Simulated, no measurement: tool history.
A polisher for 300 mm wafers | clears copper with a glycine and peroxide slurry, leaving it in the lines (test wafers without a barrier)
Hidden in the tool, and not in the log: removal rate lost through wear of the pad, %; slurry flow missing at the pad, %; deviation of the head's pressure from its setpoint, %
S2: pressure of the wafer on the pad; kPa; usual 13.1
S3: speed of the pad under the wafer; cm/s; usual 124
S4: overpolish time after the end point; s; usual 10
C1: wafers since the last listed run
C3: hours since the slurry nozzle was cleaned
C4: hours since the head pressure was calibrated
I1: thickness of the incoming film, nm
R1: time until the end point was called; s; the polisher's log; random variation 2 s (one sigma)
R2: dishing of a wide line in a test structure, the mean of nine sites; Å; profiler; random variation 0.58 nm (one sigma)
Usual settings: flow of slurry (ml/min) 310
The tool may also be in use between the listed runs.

run 1 hour=0.0 | flow_of_slurry_(ml/min)=310 S2=16.5 S3=124 S4=10 | C1=0 wafers_polished_on_this_pad=373 C3=19.1 C4=36.2 | I1=454.2 | R1=97.2 R2=308
run 2 hour=26.1 | flow_of_slurry_(ml/min)=310 S2=13.1 S3=124 S4=10 | C1=171 wafers_polished_on_this_pad=544 C3=45.2 C4=62.3 | I1=453.3 | R1=119.2 R2=256
run 3 hour=38.4 | flow_of_slurry_(ml/min)=310 S2=13.1 S3=124 S4=10 | C1=80 wafers_polished_on_this_pad=624 C3=57.5 C4=74.6 | I1=449.0 | R1=120.0 R2=267
run 4 hour=65.1 | flow_of_slurry_(ml/min)=365 S2=13.1 S3=110 S4=10 | C1=174 wafers_polished_on_this_pad=799 C3=84.2 C4=101.3 | I1=447.7 | R1=126.1 R2=253
run 5 hour=95.8 | flow_of_slurry_(ml/min)=365 S2=13.1 S3=110 S4=10 | C1=201 wafers_polished_on_this_pad=1001 C3=114.9 C4=132.0 | I1=455.8 | R1=137.4 R2=244
run 6 hour=121.8 | flow_of_slurry_(ml/min)=310 S2=13.1 S3=124 S4=10 | C1=170 wafers_polished_on_this_pad=1171 C3=140.9 C4=158.0 | I1=455.8 | R1=130.2 R2=250
run 7 hour=140.7 | flow_of_slurry_(ml/min)=310 S2=13.1 S3=124 S4=10 | C1=123 wafers_polished_on_this_pad=1295 C3=159.8 C4=176.9 | I1=457.2 | R1=129.6 R2=244
run 8 hour=160.9 | flow_of_slurry_(ml/min)=310 S2=13.1 S3=124 S4=10 | C1=132 wafers_polished_on_this_pad=1427 C3=180.0 C4=197.1 | I1=458.9 | R1=135.4 R2=235
-- hour=167.5 worn pad replaced by a new one
run 9 hour=186.6 | flow_of_slurry_(ml/min)=255 S2=13.1 S3=124 S4=12 | C1=142 wafers_polished_on_this_pad=125 C3=205.7 C4=222.8 | I1=456.6 | R1=118.7 R2=318
run 10 hour=206.5 | flow_of_slurry_(ml/min)=255 S2=13.1 S3=124 S4=12 | C1=130 wafers_polished_on_this_pad=255 C3=225.6 C4=242.7 | I1=450.4 | R1=117.9 R2=322
run 11 hour=222.0 | flow_of_slurry_(ml/min)=310 S2=13.1 S3=124 S4=12 | C1=101 wafers_polished_on_this_pad=357 C3=241.1 C4=258.2 | I1=459.8 | R1=119.6 R2=317
run 12 hour=255.8 | flow_of_slurry_(ml/min)=310 S2=13.1 S3=98 S4=9 | C1=221 wafers_polished_on_this_pad=578 C3=274.9 C4=292.0 | I1=458.6 | R1=136.1 R2=218
run 13 hour=285.3 | flow_of_slurry_(ml/min)=245 S2=13.1 S3=104 S4=10 | C1=193 wafers_polished_on_this_pad=771 C3=304.4 C4=321.5 | I1=451.7 | R1=132.9 R2=238
run 14 hour=319.6 | flow_of_slurry_(ml/min)=310 S2=13.1 S3=124 S4=14 | C1=224 wafers_polished_on_this_pad=996 C3=338.7 C4=355.8 | I1=454.3 | R1=122.9 R2=354
run 15 hour=352.4 | flow_of_slurry_(ml/min)=225 S2=13.1 S3=124 S4=15 | C1=214 wafers_polished_on_this_pad=1211 C3=371.5 C4=388.6 | I1=459.7 | R1=131.4 R2=364
-- hour=374.0 worn pad replaced by a new one
run 16 hour=374.5 | flow_of_slurry_(ml/min)=360 S2=10.3 S3=124 S4=15 | C1=118 wafers_polished_on_this_pad=3 C3=393.6 C4=410.7 | I1=453.0 | R1=138.8 R2=342

The next listed run, before its measurement:
run 17 hour=396.2 | flow_of_slurry_(ml/min)=310 S2=13.1 S3=124 S4=10 | C1=142 wafers_polished_on_this_pad=145 C3=415.3 C4=432.4 | I1=459.2 | R1=? R2=?

Run 17 gave R1 118.9 s, R2 264 Å.
Without the tool's hidden state the same run would have given R1 116.5 s, R2 269 Å.

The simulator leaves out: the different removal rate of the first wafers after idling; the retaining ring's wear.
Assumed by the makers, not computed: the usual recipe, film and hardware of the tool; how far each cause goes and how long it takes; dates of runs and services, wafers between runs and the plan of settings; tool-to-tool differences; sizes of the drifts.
